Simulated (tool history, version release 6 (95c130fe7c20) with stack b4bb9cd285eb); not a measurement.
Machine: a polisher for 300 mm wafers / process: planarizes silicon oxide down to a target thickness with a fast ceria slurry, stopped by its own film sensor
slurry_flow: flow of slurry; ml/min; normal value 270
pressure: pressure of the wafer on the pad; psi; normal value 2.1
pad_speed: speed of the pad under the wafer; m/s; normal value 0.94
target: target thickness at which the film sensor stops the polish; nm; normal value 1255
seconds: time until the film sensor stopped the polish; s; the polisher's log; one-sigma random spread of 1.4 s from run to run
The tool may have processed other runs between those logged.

| run | hour | slurry_flow | pressure | pad_speed | target | incoming thickness of the incoming film, nm | seconds |
|---|---|---|---|---|---|---|---|
| 1 | 0.0 | 200 | 2.1 | 0.94 | 1255 | 1953.5 | 80.4 |
| 2 | 58.9 | 270 | 2.1 | 0.94 | 1255 | 1983.0 | 87.4 |
|  | 66.2 | worn pad replaced by a new one |
| 3 | 89.8 | 270 | 2.1 | 0.94 | 1255 | 2005.9 | 79.2 |
|  | 226.5 | worn pad replaced by a new one |
| 4 | 291.2 | 270 | 2.1 | 0.94 | 1255 | 2012.6 | 85.9 |
|  | 337.8 | slurry nozzle cleaned |
| 5 | 353.4 | 270 | 2.1 | 0.94 | 1255 | 1983.5 | 85.0 |
|  | 376.5 | worn pad replaced by a new one |
| 6 | 425.2 | 270 | 2.1 | 0.94 | 1255 | 1988.0 | 85.7 |
| 7 | 453.9 | 270 | 2.1 | 0.94 | 1255 | 2011.8 | 91.9 |
| 8 | 511.3 | 270 | 2.1 | 0.94 | 1255 | 2004.0 | 93.5 |
| 9 | 538.0 | 270 | 2.1 | 0.94 | 1255 | 1965.4 | 89.0 |
|  | 568.7 | worn pad replaced by a new one |
| 10 | 588.3 | 270 | 2.1 | 0.94 | 1255 | 1976.0 | 82.6 |
|  | 605.8 | head pressure recalibrated |
| 11 | 613.9 | 360 | 2.1 | 1.12 | 1187 | 1980.8 | 71.5 |
| 12 | 642.1 | 310 | 1.5 | 0.94 | 1255 | 2001.3 | 111.1 |
| 13 | 674.2 | 195 | 1.8 | 1.02 | 1503 | 2019.5 | 63.3 |
| 14 | 703.3 | 270 | 2.1 | 0.94 | 1255 | 1996.4 | 80.9 |
|  | 707.8 | slurry nozzle cleaned |
|  | 733.4 | worn pad replaced by a new one |
| 15 | 812.4 | 270 | 1.6 | 1.10 | 1255 | 1966.6 | 91.4 |
| 16 | 852.3 | 270 | 1.5 | 0.94 | 1255 | 2014.6 | 124.9 |

Some steps in seconds, run to run, broken into two amounts with sign: the step expected even without the hidden condition (settings, incoming material, random variation), and the rest, left for the hidden condition together with whatever gauge scatter is not in both the measured and the hidden-condition-free result:
Hidden state present: removal rate lost through wear of the pad, %; slurry flow missing at the pad, %; deviation of the head's pressure from its setpoint, %.
Run 2 -> 3: worn pad replaced by a new one. seconds -8.2 s: hidden state -7.5, all else -0.7.
Run 12 -> 13: slurry_flow 310 -> 195, pressure 1.5 -> 1.8, pad_speed 0.94 -> 1.02, target 1255 -> 1503. seconds -47.8 s: hidden state -3.7, all else -44.1.
